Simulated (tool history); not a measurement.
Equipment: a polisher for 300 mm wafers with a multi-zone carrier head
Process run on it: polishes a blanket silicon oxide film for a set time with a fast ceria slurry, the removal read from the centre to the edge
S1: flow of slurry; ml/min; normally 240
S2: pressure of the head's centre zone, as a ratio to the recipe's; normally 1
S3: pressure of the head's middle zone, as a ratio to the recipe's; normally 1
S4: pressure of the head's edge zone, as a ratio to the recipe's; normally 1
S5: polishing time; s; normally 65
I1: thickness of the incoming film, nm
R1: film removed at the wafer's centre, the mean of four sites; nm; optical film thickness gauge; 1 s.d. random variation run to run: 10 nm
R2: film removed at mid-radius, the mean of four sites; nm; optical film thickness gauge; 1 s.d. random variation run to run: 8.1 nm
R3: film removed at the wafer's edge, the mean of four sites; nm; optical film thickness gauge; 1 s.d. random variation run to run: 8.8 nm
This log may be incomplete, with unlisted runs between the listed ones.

run	hour	S1	S2	S3	S4	S5	I1	R1	R2	R3
1	0	240	1	1.09	1	65	2747.9	754.3	826.6	737.7
2	76.1	210	1	1	1	65	2794.4	741.6	741.8	726.4
3	131.6	240	1	0.94	1	65	2844.4	740.6	708.3	721.4
4	313.3	160	1	1	1	84	2803.4	901.3	888	897.9
5	368.9	240	0.96	1	1	65	2830.9	710.1	720	697.5
6	408.6	275	1	1	1	65	2815	754.8	735.1	698.7
# hour 432.5: worn pad replaced by a new one
7	484.2	240	1	1	1.11	65	2829.5	861.6	817.6	821.6
8	547.3	240	1	0.96	1	65	2808.8	857.4	790.4	794.6
9	592.2	195	1	1	0.96	65	2830.2	844.4	787.3	777.8
# hour 610.3: slurry nozzle cleaned
10	693.7	240	1	1	1	65	2819.2	860	784.9	776.7
# hour 744.7: carrier head's membrane replaced by a new one
11	746.1	240	1	1	0.95	65	2749.9	874.7	780.9	751.9
# hour 764.8: edge zone pressure recalibrated
12	817.8	240	1.05	1	1.1	45	2791	616.7	532	542.9
# hour 842.5: centre zone pressure recalibrated
13	937.1	240	1	1	1.07	51	2757.3	575.3	598.1	591.3
14	1005.4	240	1	1	1	65	2770.1	722	736.9	730.6
15	1087.7	240	1	1	0.93	72	2804.4	804.8	826.2	775
16	1183.2	265	1	1	0.96	76	2758.5	843.1	853.5	819.2
17	1228.1	240	0.89	1	1	57	2831.4	545.2	630.2	613.9
# hour 1235.1: worn pad replaced by a new one
18	1328.5	240	1	1	1	65	2840.8	806.2	820.3	798.1
19	1411.2	205	1	1	1.1	65	2792.9	794.5	789.8	780.2
# hour 1441.3: slurry nozzle cleaned
20	1499.7	165	0.89	0.95	1	65	2807.6	693.7	714.8	729.6
21	1642.3	180	1	1	1	65	2843.6	765.6	755.4	731.4
# hour 1671.2: centre zone pressure recalibrated
22	1737.4	240	1	1	1	43	2753.5	492.8	498.1	487.4
# hour 1875.5: edge zone pressure recalibrated
# hour 2017.6: worn pad replaced by a new one
23	2047.6	240	1	1	1.04	65	2806	854.9	829.8	817.9

Consider 3 possible next runs. They are alternatives, not a sequence: every one starts from the tool as it was left by run 23. What does each give?
A	2048	240	1	1	1	65	2770.1	?	?	?
B	2048	305	1	1.08	1.11	79	2770.1	?	?	?
C	2048	305	0.92	0.92	1	81	2770.1	?	?	?

run	R1	R2	R3
A	841.9	811.5	798.4
B	1050.4	1077.6	1015
C	989.4	965.5	1013.7
Had the tool no hidden state, the same runs would have come out as:
run	R1	R2	R3
A	819.4	824.1	810.6
B	1022.4	1094.3	1030.5
C	962.7	980.5	1029.2
